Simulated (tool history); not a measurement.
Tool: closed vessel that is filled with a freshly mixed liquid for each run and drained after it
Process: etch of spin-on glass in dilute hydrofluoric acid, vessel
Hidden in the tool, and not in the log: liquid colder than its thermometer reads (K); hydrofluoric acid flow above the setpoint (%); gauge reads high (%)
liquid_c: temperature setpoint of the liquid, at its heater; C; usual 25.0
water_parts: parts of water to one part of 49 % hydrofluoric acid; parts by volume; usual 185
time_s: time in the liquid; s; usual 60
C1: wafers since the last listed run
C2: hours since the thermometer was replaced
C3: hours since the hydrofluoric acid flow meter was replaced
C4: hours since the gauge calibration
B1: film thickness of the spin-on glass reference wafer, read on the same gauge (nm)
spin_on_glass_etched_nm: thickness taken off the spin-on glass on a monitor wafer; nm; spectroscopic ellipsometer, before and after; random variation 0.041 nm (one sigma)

Run 1, day 0.000: usual settings; C1 0; C2 742.7; C3 441.8; C4 157.2; B1 109.63. Result: spin_on_glass_etched_nm 12.17 nm.
Run 2, day 0.983: usual settings; C1 3291; C2 766.3; C3 465.4; C4 180.8; B1 109.55. Result: spin_on_glass_etched_nm 12.12 nm.
Run 3, day 2.321: usual settings but time_s 75 s; C1 4477; C2 798.4; C3 497.5; C4 212.9; B1 109.30. Result: spin_on_glass_etched_nm 15.08 nm.
Run 4, day 3.812: usual settings but time_s 75 s; C1 4993; C2 834.2; C3 533.3; C4 248.7; B1 109.07. Result: spin_on_glass_etched_nm 14.97 nm.
At day 6.900: gauge calibrated.
Run 5, day 7.450: usual settings; C1 12176; C2 921.5; C3 620.6; C4 13.2; B1 110.14. Result: spin_on_glass_etched_nm 12.11 nm.
Run 6, day 8.462: usual settings; C1 3389; C2 945.8; C3 644.9; C4 37.5; B1 110.12. Result: spin_on_glass_etched_nm 12.14 nm.
Run 7, day 9.604: usual settings but time_s 70 s; C1 3821; C2 973.2; C3 672.3; C4 64.9; B1 110.07. Result: spin_on_glass_etched_nm 14.23 nm.
Run 8, day 10.238: usual settings but time_s 70 s; C1 2120; C2 988.4; C3 687.5; C4 80.1; B1 110.05. Result: spin_on_glass_etched_nm 14.12 nm.
Run 9, day 10.867: usual settings but liquid_c 27.5 C, water_parts 260 parts by volume, time_s 75 s; C1 2106; C2 1003.5; C3 702.6; C4 95.2; B1 110.00. Result: spin_on_glass_etched_nm 10.90 nm.
At day 11.425: thermometer replaced.
Run 10, day 12.338: usual settings but liquid_c 23.0 C, water_parts 150 parts by volume, time_s 50 s; C1 4784; C2 21.9; C3 737.9; C4 130.5; B1 109.87. Result: spin_on_glass_etched_nm 12.01 nm.
Run 11, day 14.129: usual settings but water_parts 150 parts by volume, time_s 40 s; C1 5997; C2 64.9; C3 780.9; C4 173.5; B1 109.69. Result: spin_on_glass_etched_nm 10.34 nm.
At day 14.300: hydrofluoric acid flow meter replaced.
Run 12, day 14.671: usual settings but liquid_c 20.5 C, water_parts 120 parts by volume; C1 1673; C2 77.9; C3 8.9; C4 186.5; B1 109.59. Result: spin_on_glass_etched_nm 16.73 nm.
Run 13, day 15.625: usual settings but liquid_c 27.5 C, time_s 85 s; C1 3194; C2 100.8; C3 31.8; C4 209.4; B1 109.51. Result: spin_on_glass_etched_nm 18.58 nm.
Run 14, day 17.108: usual settings but time_s 70 s; C1 4965; C2 136.4; C3 67.4; C4 245.0; B1 109.22. Result: spin_on_glass_etched_nm 14.11 nm.
Run 15, day 17.708: usual settings but water_parts 135 parts by volume, time_s 35 s; C1 2008; C2 150.8; C3 81.8; C4 259.4; B1 109.10. Result: spin_on_glass_etched_nm 10.26 nm.
At day 18.054: gauge calibrated.
Run 16, day 19.008: usual settings but liquid_c 21.5 C, water_parts 220 parts by volume, time_s 90 s; C1 4351; C2 182.0; C3 113.0; C4 22.9; B1 110.22. Result: spin_on_glass_etched_nm 13.00 nm.
Run 17, day 19.788: usual settings but liquid_c 27.5 C, time_s 85 s; C1 2608; C2 200.7; C3 131.7; C4 41.6; B1 110.21. Result: spin_on_glass_etched_nm 18.91 nm.

3 ways to go on from here, each from the tool as it stands after run 17. What would each give?
Run A, day 19.817: usual settings; C1 97; C2 201.4; C3 132.4; C4 42.3; B1 ?. Result: spin_on_glass_etched_nm ?.
Run B, day 19.817: usual settings but time_s 40 s; C1 97; C2 201.4; C3 132.4; C4 42.3; B1 ?. Result: spin_on_glass_etched_nm ?.
Run C, day 19.817: usual settings but water_parts 235 parts by volume; C1 97; C2 201.4; C3 132.4; C4 42.3; B1 ?. Result: spin_on_glass_etched_nm ?.

run      B1  spin_on_glass_etched_nm
  A  110.21                    12.25
  B  110.21                     8.17
  C  110.21                     9.13
Without the tool's hidden state the same runs would have given:
run  spin_on_glass_etched_nm
  A                    12.23
  B                     8.15
  C                     9.12
